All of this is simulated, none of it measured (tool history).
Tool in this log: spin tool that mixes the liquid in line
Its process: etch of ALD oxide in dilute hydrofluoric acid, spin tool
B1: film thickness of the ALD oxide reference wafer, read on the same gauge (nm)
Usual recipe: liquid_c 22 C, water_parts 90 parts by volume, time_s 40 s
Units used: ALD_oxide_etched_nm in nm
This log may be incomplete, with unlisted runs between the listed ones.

{"run": 1, "day": 0.0, "liquid_c": 22, "water_parts": 90, "time_s": 40, "B1": 80.02, "ALD_oxide_etched_nm": 12.97}
{"run": 2, "day": 0.95, "liquid_c": 22, "water_parts": 90, "time_s": 40, "B1": 80.02, "ALD_oxide_etched_nm": 12.96}
{"run": 3, "day": 2.271, "liquid_c": 22, "water_parts": 90, "time_s": 40, "B1": 80, "ALD_oxide_etched_nm": 12.96}
{"run": 4, "day": 3.288, "liquid_c": 22, "water_parts": 90, "time_s": 40, "B1": 79.99, "ALD_oxide_etched_nm": 13.05}
{"run": 5, "day": 4.408, "liquid_c": 22, "water_parts": 90, "time_s": 40, "B1": 80, "ALD_oxide_etched_nm": 13.06}
{"run": 6, "day": 5.088, "liquid_c": 22, "water_parts": 90, "time_s": 40, "B1": 80, "ALD_oxide_etched_nm": 13.07}
{"run": 7, "day": 5.596, "liquid_c": 22, "water_parts": 90, "time_s": 40, "B1": 80, "ALD_oxide_etched_nm": 13.05}
{"run": 8, "day": 6.35, "liquid_c": 22, "water_parts": 90, "time_s": 40, "B1": 79.98, "ALD_oxide_etched_nm": 13.07}
{"run": 9, "day": 7.3, "liquid_c": 22, "water_parts": 90, "time_s": 40, "B1": 80, "ALD_oxide_etched_nm": 13.14}
{"run": 10, "day": 7.846, "liquid_c": 22, "water_parts": 90, "time_s": 40, "B1": 80.03, "ALD_oxide_etched_nm": 13.08}
{"run": 11, "day": 8.633, "liquid_c": 22, "water_parts": 90, "time_s": 40, "B1": 80, "ALD_oxide_etched_nm": 13.13}
{"run": 12, "day": 9.679, "liquid_c": 22, "water_parts": 65, "time_s": 40, "B1": 80, "ALD_oxide_etched_nm": 18.73}
{"run": 13, "day": 10.346, "liquid_c": 22, "water_parts": 65, "time_s": 40, "B1": 79.99, "ALD_oxide_etched_nm": 18.89}
{"run": 14, "day": 11.038, "liquid_c": 22, "water_parts": 90, "time_s": 40, "B1": 80.02, "ALD_oxide_etched_nm": 13.15}
{"day": 11.421, "done": "gauge calibrated"}
{"run": 15, "day": 12.45, "liquid_c": 22, "water_parts": 90, "time_s": 60, "B1": 80.01, "ALD_oxide_etched_nm": 19.86}
{"day": 13.179, "done": "thermometer replaced"}
{"run": 16, "day": 13.333, "liquid_c": 22, "water_parts": 90, "time_s": 40, "B1": 79.99, "ALD_oxide_etched_nm": 11.91}
{"run": 17, "day": 14.467, "liquid_c": 22, "water_parts": 90, "time_s": 50, "B1": 79.99, "ALD_oxide_etched_nm": 14.95}
{"run": 18, "day": 15.733, "liquid_c": 22, "water_parts": 90, "time_s": 40, "B1": 80, "ALD_oxide_etched_nm": 12.05}
{"day": 16.304, "done": "hydrofluoric acid flow meter replaced"}
{"run": 19, "day": 16.367, "liquid_c": 25, "water_parts": 90, "time_s": 40, "B1": 79.99, "ALD_oxide_etched_nm": 12.4}
{"run": 20, "day": 16.938, "liquid_c": 22, "water_parts": 90, "time_s": 40, "B1": 80, "ALD_oxide_etched_nm": 10.92}
{"run": 21, "day": 17.85, "liquid_c": 19, "water_parts": 90, "time_s": 40, "B1": 79.99, "ALD_oxide_etched_nm": 9.67}
{"run": 22, "day": 19.333, "liquid_c": 22, "water_parts": 110, "time_s": 50, "B1": 80.02, "ALD_oxide_etched_nm": 11.02}
{"run": 23, "day": 20.246, "liquid_c": 20, "water_parts": 130, "time_s": 20, "B1": 80.01, "ALD_oxide_etched_nm": 3.38}
{"run": 24, "day": 21.067, "liquid_c": 18.5, "water_parts": 50, "time_s": 15, "B1": 79.98, "ALD_oxide_etched_nm": 6.73}
{"run": 25, "day": 22.338, "liquid_c": 18, "water_parts": 90, "time_s": 40, "B1": 79.98, "ALD_oxide_etched_nm": 9.39}
{"run": 26, "day": 23.804, "liquid_c": 18.5, "water_parts": 90, "time_s": 40, "B1": 79.98, "ALD_oxide_etched_nm": 9.67}
{"run": 27, "day": 25.129, "liquid_c": 22, "water_parts": 65, "time_s": 20, "B1": 80, "ALD_oxide_etched_nm": 7.93}
{"run": 28, "day": 25.821, "liquid_c": 22, "water_parts": 70, "time_s": 55, "B1": 79.98, "ALD_oxide_etched_nm": 20.22}

Each row is a separate what-if for the run after 28, all from the same tool condition, not one after another. Results?
{"run": "A", "day": 25.838, "liquid_c": 22, "water_parts": 90, "time_s": 45, "B1": "?", "ALD_oxide_etched_nm": "?"}
{"run": "B", "day": 25.838, "liquid_c": 18, "water_parts": 90, "time_s": 50, "B1": "?", "ALD_oxide_etched_nm": "?"}
{"run": "C", "day": 25.838, "liquid_c": 18, "water_parts": 105, "time_s": 25, "B1": "?", "ALD_oxide_etched_nm": "?"}
{"run": "D", "day": 25.838, "liquid_c": 24.5, "water_parts": 90, "time_s": 40, "B1": "?", "ALD_oxide_etched_nm": "?"}

run=A B1=79.98 ALD_oxide_etched_nm=12.56
run=B B1=79.98 ALD_oxide_etched_nm=11.83
run=C B1=79.98 ALD_oxide_etched_nm=4.99
run=D B1=79.98 ALD_oxide_etched_nm=12.34
Without the tool's hidden state the same runs would have given:
run=A ALD_oxide_etched_nm=12.14
run=B ALD_oxide_etched_nm=11.43
run=C ALD_oxide_etched_nm=4.82
run=D ALD_oxide_etched_nm=11.93
